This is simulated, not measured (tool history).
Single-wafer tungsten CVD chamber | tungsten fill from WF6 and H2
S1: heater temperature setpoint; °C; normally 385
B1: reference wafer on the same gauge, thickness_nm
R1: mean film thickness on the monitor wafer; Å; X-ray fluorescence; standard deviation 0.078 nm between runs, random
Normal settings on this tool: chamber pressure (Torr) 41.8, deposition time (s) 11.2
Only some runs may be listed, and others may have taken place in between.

run 1 day=0.000 | S1=385 chamber_pressure_(Torr)=41.8 deposition_time_(s)=12.2 | B1=33.971 | R1=288.08
-- day=0.329 gauge calibrated
run 2 day=0.700 | S1=385 chamber_pressure_(Torr)=41.8 deposition_time_(s)=12.2 | B1=34.003 | R1=287.61
run 3 day=1.408 | S1=390 chamber_pressure_(Torr)=41.8 deposition_time_(s)=11.2 | B1=34.007 | R1=286.61
run 4 day=1.954 | S1=390 chamber_pressure_(Torr)=41.8 deposition_time_(s)=11.2 | B1=34.025 | R1=287.33
run 5 day=2.567 | S1=390 chamber_pressure_(Torr)=41.8 deposition_time_(s)=11.2 | B1=33.960 | R1=286.41
run 6 day=3.008 | S1=385 chamber_pressure_(Torr)=41.8 deposition_time_(s)=11.2 | B1=33.956 | R1=262.31
run 7 day=3.467 | S1=385 chamber_pressure_(Torr)=41.8 deposition_time_(s)=11.2 | B1=34.038 | R1=262.03
run 8 day=3.975 | S1=385 chamber_pressure_(Torr)=41.8 deposition_time_(s)=11.2 | B1=33.987 | R1=263.52
run 9 day=4.238 | S1=385 chamber_pressure_(Torr)=41.8 deposition_time_(s)=11.2 | B1=33.977 | R1=262.95
run 10 day=4.746 | S1=385 chamber_pressure_(Torr)=48.6 deposition_time_(s)=11.2 | B1=33.979 | R1=290.21
run 11 day=5.033 | S1=385 chamber_pressure_(Torr)=48.6 deposition_time_(s)=11.2 | B1=34.018 | R1=289.02
-- day=5.542 thermocouple changed; heater temperature recalibrated
run 12 day=5.729 | S1=385 chamber_pressure_(Torr)=50.1 deposition_time_(s)=11.2 | B1=33.999 | R1=279.22
run 13 day=6.129 | S1=385 chamber_pressure_(Torr)=41.8 deposition_time_(s)=11.2 | B1=34.023 | R1=248.46
run 14 day=6.658 | S1=390 chamber_pressure_(Torr)=41.8 deposition_time_(s)=11.2 | B1=34.003 | R1=269.88
run 15 day=7.042 | S1=385 chamber_pressure_(Torr)=41.8 deposition_time_(s)=11.2 | B1=34.017 | R1=249.25
-- day=7.529 capacitance manometer re-zeroed and calibrated
-- day=7.579 thermocouple changed; heater temperature recalibrated, repeated, since the last time left the tool worse
run 16 day=7.600 | S1=385 chamber_pressure_(Torr)=48.8 deposition_time_(s)=12.8 | B1=34.009 | R1=361.29
run 17 day=7.700 | S1=381 chamber_pressure_(Torr)=37.5 deposition_time_(s)=10.2 | B1=33.998 | R1=226.09
run 18 day=8.250 | S1=376 chamber_pressure_(Torr)=36.4 deposition_time_(s)=12.5 | B1=33.998 | R1=248.38
-- day=8.562 gauge calibrated
-- day=8.742 showerhead replaced
run 19 day=8.929 | S1=385 chamber_pressure_(Torr)=31.4 deposition_time_(s)=12.5 | B1=34.009 | R1=259.92
run 20 day=9.308 | S1=399 chamber_pressure_(Torr)=38.6 deposition_time_(s)=11.2 | B1=33.992 | R1=345.45
run 21 day=9.967 | S1=392 chamber_pressure_(Torr)=32.1 deposition_time_(s)=11.2 | B1=34.003 | R1=266.51
run 22 day=10.546 | S1=385 chamber_pressure_(Torr)=41.8 deposition_time_(s)=11.2 | B1=33.993 | R1=285.24
run 23 day=11.204 | S1=385 chamber_pressure_(Torr)=49.0 deposition_time_(s)=11.8 | B1=34.013 | R1=334.73
run 24 day=11.842 | S1=391 chamber_pressure_(Torr)=38.6 deposition_time_(s)=11.9 | B1=34.015 | R1=318.86
run 25 day=12.250 | S1=385 chamber_pressure_(Torr)=36.2 deposition_time_(s)=9.5 | B1=33.992 | R1=219.59

Below are 5 alternative next runs, each starting from the tool's condition after run 25. Predict each:
run A day=12.267 | S1=385 chamber_pressure_(Torr)=41.8 deposition_time_(s)=11.2 | B1=? | R1=?
run B day=12.267 | S1=385 chamber_pressure_(Torr)=33.5 deposition_time_(s)=10.5 | B1=? | R1=?
run C day=12.267 | S1=393 chamber_pressure_(Torr)=41.8 deposition_time_(s)=11.2 | B1=? | R1=?
run D day=12.267 | S1=373 chamber_pressure_(Torr)=52.2 deposition_time_(s)=12.5 | B1=? | R1=?
run E day=12.267 | S1=385 chamber_pressure_(Torr)=47.1 deposition_time_(s)=10.1 | B1=? | R1=?

run=A B1=33.971 R1=286.56
run=B B1=33.971 R1=229.42
run=C B1=33.971 R1=328.65
run=D B1=33.971 R1=296.62
run=E B1=33.971 R1=278.87
What these runs would have given with no unlogged condition in the tool:
run=A R1=285.21
run=B R1=228.34
run=C R1=327.17
run=D R1=295.16
run=E R1=277.55
